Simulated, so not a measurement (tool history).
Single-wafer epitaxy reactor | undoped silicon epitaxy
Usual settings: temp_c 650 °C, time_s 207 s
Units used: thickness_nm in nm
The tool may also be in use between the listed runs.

run   hour  temp_c  time_s  wafers since the last listed run  hours since the last pyrometer calibration  hours since the gauge calibration  read-back reference wafer on the same gauge, thickness_nm  thickness_nm
  1      0     650     207                                 0                                      2116.9                              218.4                                                     34.303        33.396
  2   31.9     646     207                               232                                      2148.8                              250.3                                                     34.298         30.26
  3   71.9     646     207                               292                                      2188.8                              290.3                                                     34.327        30.227
  4  113.1     650     207                               300                                        2230                              331.5                                                     34.262        33.585
  5  152.7     650     207                               289                                      2269.6                              371.1                                                     34.299        33.766
  6  201.4     650     207                               355                                      2318.3                              419.8                                                     34.326        33.565
  7  249.8     650     207                               353                                      2366.7                              468.2                                                     34.295        33.768
     260.7  -- pyrometer calibrated
  8  300.1     650     207                               308                                        39.4                              518.5                                                     34.317        31.857
  9  326.2     654     176                               190                                        65.5                              544.6                                                     34.312        30.104
 10  365.9     643     207                               289                                       105.2                              584.3                                                      34.23        26.517
 11  425.4     657     207                               434                                       164.7                              643.8                                                     34.308        37.977
     426.2  -- gauge calibrated
 12    493     650     173                               493                                       232.3                               66.8                                                      34.27        26.785
 13  537.1     657     248                               322                                       276.4                              110.9                                                     34.305        45.248
 14  621.4     664     227                               615                                       360.7                              195.2                                                     34.324        49.003
 15  691.5     650     207                               511                                       430.8                              265.3                                                     34.297        32.104
 16  759.2     650     207                               494                                       498.5                                333                                                     34.288         32.09
 17  830.9     659     207                               523                                       570.2                              404.7                                                     34.293        39.739

Had the tool no unlogged condition, and each run kept its random variation, what would the results have been?
Hidden state at play: wafer temperature above the value expected at the setpoint (K); gauge reads high (%).
run  thickness_nm
  1        31.674
  2        28.642
  3        28.557
  4        31.685
  5        31.794
  6        31.528
  7        31.641
  8        31.599
  9        29.862
 10        26.295
 11        37.663
 12        26.553
 13        44.851
 14        48.553
 15         31.78
 16        31.744
 17        39.288
